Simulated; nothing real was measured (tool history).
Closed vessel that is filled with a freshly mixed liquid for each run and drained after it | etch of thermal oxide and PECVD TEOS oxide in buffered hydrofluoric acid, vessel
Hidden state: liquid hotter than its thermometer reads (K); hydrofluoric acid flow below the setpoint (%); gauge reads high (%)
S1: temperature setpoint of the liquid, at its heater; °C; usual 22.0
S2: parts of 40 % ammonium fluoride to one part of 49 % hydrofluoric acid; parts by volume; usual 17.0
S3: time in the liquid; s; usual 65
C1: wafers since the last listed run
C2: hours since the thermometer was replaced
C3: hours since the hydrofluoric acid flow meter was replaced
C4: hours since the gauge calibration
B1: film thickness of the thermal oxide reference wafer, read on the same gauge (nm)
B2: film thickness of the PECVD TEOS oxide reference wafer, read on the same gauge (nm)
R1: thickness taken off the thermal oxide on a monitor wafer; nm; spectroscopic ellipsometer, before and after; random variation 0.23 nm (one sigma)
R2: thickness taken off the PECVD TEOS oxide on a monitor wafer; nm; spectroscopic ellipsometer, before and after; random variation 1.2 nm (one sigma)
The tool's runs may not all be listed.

run,hour,S1,S2,S3,C1,C2,C3,C4,B1,B2,R1,R2
1,0.0,22.0,17.0,75,0,965.2,616.0,144.1,90.00,99.98,52.00,148.60
2,31.5,22.0,17.0,75,4256,996.7,647.5,175.6,89.99,100.00,52.71,149.38
3,103.5,22.0,17.0,75,9729,1068.7,719.5,247.6,89.97,100.04,52.04,148.47
4,133.1,22.0,17.0,65,4000,1098.3,749.1,277.2,90.00,100.04,45.79,129.21
# hour 148.1: thermometer replaced
5,174.4,22.0,17.0,65,5445,26.3,790.4,318.5,90.03,100.01,47.70,132.70
6,227.1,22.0,17.0,65,7121,79.0,843.1,371.2,89.97,99.98,47.07,133.81
7,291.9,22.0,22.5,65,8756,143.8,907.9,436.0,90.03,100.00,37.73,107.82
8,337.3,19.0,17.0,55,6135,189.2,953.3,481.4,90.02,100.03,34.44,96.01
9,382.5,22.0,10.5,80,6108,234.4,998.5,526.6,89.98,99.98,95.59,271.64
# hour 392.8: hydrofluoric acid flow meter replaced
10,426.0,22.0,17.0,50,5743,277.9,33.2,570.1,90.00,100.00,36.83,106.27
# hour 470.9: thermometer replaced, repeated, since the last time left the tool worse
11,482.3,27.0,14.5,50,7472,11.4,89.5,626.4,90.02,100.00,51.34,144.12
12,549.5,19.0,17.0,65,9081,78.6,156.7,693.6,89.97,100.03,37.02,104.24
13,579.7,18.0,14.0,65,4081,108.8,186.9,723.8,89.99,100.00,42.24,120.02
14,606.2,17.5,17.0,65,3581,135.3,213.4,750.3,90.04,100.01,34.21,95.42
15,640.6,22.0,17.0,65,4648,169.7,247.8,784.7,89.98,100.02,43.85,124.90
16,730.3,22.0,20.0,30,12121,259.4,337.5,874.4,90.03,99.99,17.23,48.62
17,782.8,24.5,23.0,65,7094,311.9,390.0,926.9,89.97,100.00,39.09,112.23
18,823.1,22.0,17.0,65,5445,352.2,430.3,967.2,89.98,99.99,44.01,126.62
19,849.3,17.5,17.0,65,3540,378.4,456.5,993.4,90.02,100.00,34.21,97.26
20,920.4,22.0,13.0,80,9608,449.5,527.6,1064.5,89.99,100.02,71.35,203.10
21,948.6,18.5,20.0,85,3810,477.7,555.8,1092.7,90.05,99.99,40.56,115.60
22,996.7,26.5,14.5,100,6500,525.8,603.9,1140.8,90.04,99.99,101.90,292.72
23,1066.5,22.0,15.0,65,9432,595.6,673.7,1210.6,89.97,100.02,49.83,142.96
24,1133.4,22.0,17.0,65,9040,662.5,740.6,1277.5,89.97,99.98,44.74,126.73
25,1158.9,19.5,15.0,80,3445,688.0,766.1,1303.0,90.00,99.96,54.46,155.52
26,1202.1,22.0,17.0,45,5837,731.2,809.3,1346.2,89.99,99.97,31.11,89.11

4 ways to go on from here, each from the tool as it stands after run 26. What would each give?
A,1202.8,22.0,17.0,95,94,731.9,810.0,1346.9,?,?,?,?
B,1202.8,22.0,14.0,90,94,731.9,810.0,1346.9,?,?,?,?
C,1202.8,22.0,23.0,75,94,731.9,810.0,1346.9,?,?,?,?
D,1202.8,22.0,17.0,35,94,731.9,810.0,1346.9,?,?,?,?

run,B1,B2,R1,R2
A,89.98,100.02,65.65,185.71
B,89.98,100.02,75.28,212.95
C,89.98,100.02,40.10,113.44
D,89.98,100.02,24.19,68.42
Without the tool's hidden state the same runs would have given:
run,R1,R2
A,62.84,177.78
B,72.07,203.87
C,38.38,108.58
D,23.15,65.50

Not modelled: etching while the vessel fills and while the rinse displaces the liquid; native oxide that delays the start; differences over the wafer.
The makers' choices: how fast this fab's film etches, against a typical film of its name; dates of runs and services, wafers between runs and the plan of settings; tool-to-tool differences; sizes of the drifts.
